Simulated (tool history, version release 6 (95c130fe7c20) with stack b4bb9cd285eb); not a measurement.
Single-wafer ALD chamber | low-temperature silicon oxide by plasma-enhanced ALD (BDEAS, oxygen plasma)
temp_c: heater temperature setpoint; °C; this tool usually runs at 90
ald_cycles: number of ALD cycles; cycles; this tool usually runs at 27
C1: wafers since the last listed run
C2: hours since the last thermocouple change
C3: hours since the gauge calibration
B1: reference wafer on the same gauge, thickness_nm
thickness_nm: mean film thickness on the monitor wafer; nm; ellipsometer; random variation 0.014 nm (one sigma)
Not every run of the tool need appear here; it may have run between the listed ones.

{"run": 1, "hour": 0.0, "temp_c": 90, "ald_cycles": 27, "C1": 0, "C2": 657.7, "C3": 1488.1, "B1": 3.801, "thickness_nm": 3.877}
{"run": 2, "hour": 88.9, "temp_c": 90, "ald_cycles": 27, "C1": 799, "C2": 746.6, "C3": 1577.0, "B1": 3.797, "thickness_nm": 3.868}
{"run": 3, "hour": 171.3, "temp_c": 90, "ald_cycles": 27, "C1": 741, "C2": 829.0, "C3": 1659.4, "B1": 3.803, "thickness_nm": 3.881}
{"run": 4, "hour": 495.1, "temp_c": 90, "ald_cycles": 27, "C1": 2913, "C2": 1152.8, "C3": 1983.2, "B1": 3.799, "thickness_nm": 3.864}
{"run": 5, "hour": 708.0, "temp_c": 90, "ald_cycles": 27, "C1": 1915, "C2": 1365.7, "C3": 2196.1, "B1": 3.801, "thickness_nm": 3.874}
{"run": 6, "hour": 811.4, "temp_c": 90, "ald_cycles": 27, "C1": 930, "C2": 1469.1, "C3": 2299.5, "B1": 3.793, "thickness_nm": 3.842}
{"run": 7, "hour": 881.0, "temp_c": 90, "ald_cycles": 27, "C1": 626, "C2": 1538.7, "C3": 2369.1, "B1": 3.797, "thickness_nm": 3.838}
{"run": 8, "hour": 970.7, "temp_c": 90, "ald_cycles": 27, "C1": 807, "C2": 1628.4, "C3": 2458.8, "B1": 3.805, "thickness_nm": 3.847}
{"run": 9, "hour": 1024.6, "temp_c": 90, "ald_cycles": 27, "C1": 484, "C2": 1682.3, "C3": 2512.7, "B1": 3.796, "thickness_nm": 3.854}
{"run": 10, "hour": 1100.9, "temp_c": 90, "ald_cycles": 27, "C1": 686, "C2": 1758.6, "C3": 2589.0, "B1": 3.802, "thickness_nm": 3.848}
{"run": 11, "hour": 1185.8, "temp_c": 90, "ald_cycles": 27, "C1": 763, "C2": 1843.5, "C3": 2673.9, "B1": 3.795, "thickness_nm": 3.852}
{"run": 12, "hour": 1283.9, "temp_c": 90, "ald_cycles": 27, "C1": 882, "C2": 1941.6, "C3": 2772.0, "B1": 3.801, "thickness_nm": 3.836}
{"run": 13, "hour": 1337.9, "temp_c": 90, "ald_cycles": 27, "C1": 485, "C2": 1995.6, "C3": 2826.0, "B1": 3.804, "thickness_nm": 3.848}
{"run": 14, "hour": 1384.5, "temp_c": 90, "ald_cycles": 27, "C1": 419, "C2": 2042.2, "C3": 2872.6, "B1": 3.801, "thickness_nm": 3.845}
{"run": 15, "hour": 1459.4, "temp_c": 90, "ald_cycles": 27, "C1": 673, "C2": 2117.1, "C3": 2947.5, "B1": 3.8, "thickness_nm": 3.806}
{"run": 16, "hour": 1563.7, "temp_c": 90, "ald_cycles": 25, "C1": 938, "C2": 2221.4, "C3": 3051.8, "B1": 3.803, "thickness_nm": 3.518}
{"run": 17, "hour": 1600.5, "temp_c": 90, "ald_cycles": 26, "C1": 331, "C2": 2258.2, "C3": 3088.6, "B1": 3.802, "thickness_nm": 3.692}
{"run": 18, "hour": 1646.0, "temp_c": 94, "ald_cycles": 27, "C1": 409, "C2": 2303.7, "C3": 3134.1, "B1": 3.797, "thickness_nm": 3.77}
{"hour": 1647.6, "done": "gauge calibrated"}
{"hour": 1689.6, "done": "thermocouple changed; heater temperature recalibrated"}
{"run": 19, "hour": 1741.7, "temp_c": 94, "ald_cycles": 27, "C1": 789, "C2": 52.1, "C3": 94.1, "B1": 3.797, "thickness_nm": 3.836}
{"run": 20, "hour": 1797.3, "temp_c": 90, "ald_cycles": 27, "C1": 500, "C2": 107.7, "C3": 149.7, "B1": 3.801, "thickness_nm": 3.91}
{"run": 21, "hour": 1857.2, "temp_c": 78, "ald_cycles": 27, "C1": 538, "C2": 167.6, "C3": 209.6, "B1": 3.794, "thickness_nm": 4.038}
{"run": 22, "hour": 1928.4, "temp_c": 90, "ald_cycles": 24, "C1": 640, "C2": 238.8, "C3": 280.8, "B1": 3.798, "thickness_nm": 3.457}
{"run": 23, "hour": 1973.9, "temp_c": 100, "ald_cycles": 31, "C1": 409, "C2": 284.3, "C3": 326.3, "B1": 3.792, "thickness_nm": 4.338}
{"run": 24, "hour": 2069.0, "temp_c": 90, "ald_cycles": 27, "C1": 855, "C2": 379.4, "C3": 421.4, "B1": 3.803, "thickness_nm": 3.861}
{"run": 25, "hour": 2162.6, "temp_c": 98, "ald_cycles": 30, "C1": 842, "C2": 473.0, "C3": 515.0, "B1": 3.804, "thickness_nm": 4.203}
{"run": 26, "hour": 2205.1, "temp_c": 85, "ald_cycles": 25, "C1": 382, "C2": 515.5, "C3": 557.5, "B1": 3.794, "thickness_nm": 3.654}
{"run": 27, "hour": 2244.6, "temp_c": 90, "ald_cycles": 24, "C1": 355, "C2": 555.0, "C3": 597.0, "B1": 3.798, "thickness_nm": 3.453}
{"run": 28, "hour": 2317.1, "temp_c": 97, "ald_cycles": 24, "C1": 652, "C2": 627.5, "C3": 669.5, "B1": 3.803, "thickness_nm": 3.366}
{"run": 29, "hour": 2354.4, "temp_c": 90, "ald_cycles": 27, "C1": 335, "C2": 664.8, "C3": 706.8, "B1": 3.799, "thickness_nm": 3.872}
{"run": 30, "hour": 2410.1, "temp_c": 90, "ald_cycles": 27, "C1": 501, "C2": 720.5, "C3": 762.5, "B1": 3.804, "thickness_nm": 3.865}
{"run": 31, "hour": 2448.9, "temp_c": 84, "ald_cycles": 30, "C1": 349, "C2": 759.3, "C3": 801.3, "B1": 3.801, "thickness_nm": 4.384}
{"run": 32, "hour": 2546.6, "temp_c": 83, "ald_cycles": 27, "C1": 879, "C2": 857.0, "C3": 899.0, "B1": 3.8, "thickness_nm": 3.965}
{"run": 33, "hour": 2650.8, "temp_c": 95, "ald_cycles": 27, "C1": 937, "C2": 961.2, "C3": 1003.2, "B1": 3.798, "thickness_nm": 3.803}
{"run": 34, "hour": 2739.4, "temp_c": 101, "ald_cycles": 32, "C1": 797, "C2": 1049.8, "C3": 1091.8, "B1": 3.801, "thickness_nm": 4.436}
{"run": 35, "hour": 2828.1, "temp_c": 83, "ald_cycles": 32, "C1": 798, "C2": 1138.5, "C3": 1180.5, "B1": 3.798, "thickness_nm": 4.658}
{"run": 36, "hour": 2881.6, "temp_c": 90, "ald_cycles": 27, "C1": 481, "C2": 1192.0, "C3": 1234.0, "B1": 3.8, "thickness_nm": 3.865}
{"run": 37, "hour": 2918.1, "temp_c": 90, "ald_cycles": 27, "C1": 328, "C2": 1228.5, "C3": 1270.5, "B1": 3.8, "thickness_nm": 3.873}
{"run": 38, "hour": 3013.1, "temp_c": 99, "ald_cycles": 24, "C1": 854, "C2": 1323.5, "C3": 1365.5, "B1": 3.8, "thickness_nm": 3.338}

Below, some changes in thickness_nm between adjacent runs. For each, the amount present without the hidden state too (settings, incoming material, random variation) and the amount remaining for the hidden state with gauge scatter not shared by both compared results:
Unlogged tool condition in this case: wafer temperature above the value expected at the setpoint (K); gauge reads high (%).
Run 3 -> 4: settings left as they were, no log entry in between. thickness_nm -0.017 nm: hidden state -0.008, all else -0.009.
Run 4 -> 5: settings left as they were, no log entry in between. thickness_nm +0.010 nm: hidden state -0.008, all else +0.018.
Run 18 -> 19: gauge calibrated, thermocouple changed; heater temperature recalibrated. thickness_nm +0.066 nm: hidden state +0.068, all else -0.002.
Run 22 -> 23: temp_c 90 -> 100, ald_cycles 24 -> 31. thickness_nm +0.881 nm: hidden state +0.002, all else +0.879.
Run 33 -> 34: temp_c 95 -> 101, ald_cycles 27 -> 32. thickness_nm +0.633 nm: hidden state -0.001, all else +0.634.
Run 35 -> 36: temp_c 83 -> 90, ald_cycles 32 -> 27. thickness_nm -0.793 nm: hidden state +0.001, all else -0.794.

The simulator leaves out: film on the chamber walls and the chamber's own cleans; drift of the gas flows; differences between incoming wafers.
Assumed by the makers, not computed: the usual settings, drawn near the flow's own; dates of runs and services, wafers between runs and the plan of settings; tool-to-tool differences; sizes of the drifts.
